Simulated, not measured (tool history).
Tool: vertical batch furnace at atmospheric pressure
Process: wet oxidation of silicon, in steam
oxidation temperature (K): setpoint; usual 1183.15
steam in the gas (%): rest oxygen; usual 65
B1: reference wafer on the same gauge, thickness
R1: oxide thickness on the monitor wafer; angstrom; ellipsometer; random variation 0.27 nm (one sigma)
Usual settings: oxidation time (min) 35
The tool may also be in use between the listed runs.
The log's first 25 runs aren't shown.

Run 26, hour 1660.5: usual settings but oxidation temperature (K) 1189.15; B1 93. Result: R1 1097.8 angstrom.
Run 27, hour 1737.2: usual settings but steam in the gas (%) 76; B1 93.01. Result: R1 1158.1 angstrom.
Run 28, hour 1820.5: usual settings; B1 93. Result: R1 1026 angstrom.
Run 29, hour 1864.2: usual settings but oxidation temperature (K) 1197.15, oxidation time (min) 18, steam in the gas (%) 72; B1 93.01. Result: R1 792.7 angstrom.
Run 30, hour 1946: usual settings; B1 93.06. Result: R1 1023.2 angstrom.
Run 31, hour 1982.1: usual settings but oxidation temperature (K) 1165.15, oxidation time (min) 40; B1 92.94. Result: R1 919.9 angstrom.
Run 32, hour 2070.6: usual settings but oxidation temperature (K) 1202.15, oxidation time (min) 45.5, steam in the gas (%) 74; B1 93.04. Result: R1 1680.6 angstrom.
Run 33, hour 2135.6: usual settings but oxidation temperature (K) 1201.15, oxidation time (min) 51.5, steam in the gas (%) 75; B1 92.99. Result: R1 1847.7 angstrom.
Run 34, hour 2217: usual settings; B1 93.03. Result: R1 1032 angstrom.
Run 35, hour 2303.3: usual settings but oxidation temperature (K) 1195.15, oxidation time (min) 52, steam in the gas (%) 61; B1 93. Result: R1 1498.2 angstrom.
Run 36, hour 2379.4: usual settings; B1 93.04. Result: R1 1033 angstrom.
Run 37, hour 2420.7: usual settings; B1 92.95. Result: R1 1031.3 angstrom.

5 ways to go on from here, each from the tool as it stands after run 37. What would each give?
Run A, hour 2424.5: usual settings but steam in the gas (%) 55; B1 ?. Result: R1 ?.
Run B, hour 2424.5: usual settings but oxidation temperature (K) 1174.15; B1 ?. Result: R1 ?.
Run C, hour 2424.5: usual settings but oxidation time (min) 28.5; B1 ?. Result: R1 ?.
Run D, hour 2424.5: usual settings but oxidation temperature (K) 1169.15, steam in the gas (%) 75; B1 ?. Result: R1 ?.
Run E, hour 2424.5: usual settings but oxidation time (min) 28, steam in the gas (%) 58; B1 ?. Result: R1 ?.

run  B1     R1
  A  93  914.4
  B  93  933.4
  C  93  889.7
  D  93  975.8
  E  93  811.2
Without the tool's hidden state the same runs would have given:
run     R1
  A  914.4
  B  933.4
  C  889.7
  D  975.8
  E  811.2

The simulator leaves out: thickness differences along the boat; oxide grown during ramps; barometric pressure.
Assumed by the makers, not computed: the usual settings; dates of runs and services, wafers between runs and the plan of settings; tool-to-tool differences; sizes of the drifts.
